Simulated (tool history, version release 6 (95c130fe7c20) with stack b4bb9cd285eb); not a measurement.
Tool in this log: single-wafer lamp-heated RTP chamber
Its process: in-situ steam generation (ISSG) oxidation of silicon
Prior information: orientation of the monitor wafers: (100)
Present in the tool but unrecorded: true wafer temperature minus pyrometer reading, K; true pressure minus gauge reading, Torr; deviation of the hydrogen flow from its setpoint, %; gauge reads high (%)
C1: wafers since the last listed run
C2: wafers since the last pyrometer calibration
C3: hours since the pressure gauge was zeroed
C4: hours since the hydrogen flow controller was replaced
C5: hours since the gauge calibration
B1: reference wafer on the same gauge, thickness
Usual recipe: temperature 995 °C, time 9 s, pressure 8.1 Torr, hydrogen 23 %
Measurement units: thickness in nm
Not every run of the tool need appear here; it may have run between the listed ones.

Run 1, hour 0.0: usual settings; C1 0; C2 3305; C3 1689.9; C4 4911.6; C5 580.9; B1 4.261. Result: thickness 3.797 nm.
At hour 32.7: pyrometer window cleaned and pyrometer calibrated.
Run 2, hour 39.9: usual settings; C1 228; C2 51; C3 1729.8; C4 4951.5; C5 620.8; B1 4.259. Result: thickness 3.728 nm.
Run 3, hour 109.8: usual settings; C1 499; C2 551; C3 1799.7; C4 5021.4; C5 690.7; B1 4.259. Result: thickness 3.749 nm.
At hour 274.5: gauge calibrated.
Run 4, hour 318.6: usual settings but pressure 8.9 Torr; C1 1492; C2 2044; C3 2008.5; C4 5230.2; C5 44.1; B1 4.261. Result: thickness 3.754 nm.
Run 5, hour 379.3: usual settings but pressure 8.9 Torr; C1 433; C2 2477; C3 2069.2; C4 5290.9; C5 104.8; B1 4.261. Result: thickness 3.756 nm.
Run 6, hour 412.4: usual settings but pressure 8.9 Torr; C1 236; C2 2714; C3 2102.3; C4 5324.0; C5 137.9; B1 4.260. Result: thickness 3.757 nm.
Run 7, hour 460.7: usual settings; C1 345; C2 3059; C3 2150.6; C4 5372.3; C5 186.2; B1 4.260. Result: thickness 3.798 nm.
Run 8, hour 516.2: usual settings; C1 396; C2 3456; C3 2206.1; C4 5427.8; C5 241.7; B1 4.259. Result: thickness 3.789 nm.
Run 9, hour 569.4: usual settings; C1 380; C2 3837; C3 2259.3; C4 5481.0; C5 294.9; B1 4.261. Result: thickness 3.790 nm.
At hour 591.8: pyrometer window cleaned and pyrometer calibrated.
At hour 613.0: pressure gauge zeroed.
Run 10, hour 781.5: usual settings; C1 1402; C2 1299; C3 168.5; C4 5693.1; C5 507.0; B1 4.258. Result: thickness 3.766 nm.
Run 11, hour 845.4: usual settings; C1 456; C2 1756; C3 232.4; C4 5757.0; C5 570.9; B1 4.258. Result: thickness 3.767 nm.
Run 12, hour 906.1: usual settings but hydrogen 18 %; C1 433; C2 2190; C3 293.1; C4 5817.7; C5 631.6; B1 4.261. Result: thickness 3.548 nm.
Run 13, hour 942.9: usual settings but temperature 981 °C, time 10 s; C1 263; C2 2453; C3 329.9; C4 5854.5; C5 668.4; B1 4.260. Result: thickness 3.782 nm.
At hour 1018.3: hydrogen flow controller replaced.
Run 14, hour 1087.1: usual settings; C1 973; C2 3426; C3 474.1; C4 68.8; C5 812.6; B1 4.261. Result: thickness 3.786 nm.

Forecast run 15:
Run 15, hour 1123.5: usual settings but time 6 s, hydrogen 14 %; C1 260; C2 3687; C3 510.5; C4 105.2; C5 849.0; B1 ?. Result: thickness ?.

B1: 4.258
thickness: 2.815 nm
Minus the tool's unlogged condition, the same run would have read thickness 2.777 nm.
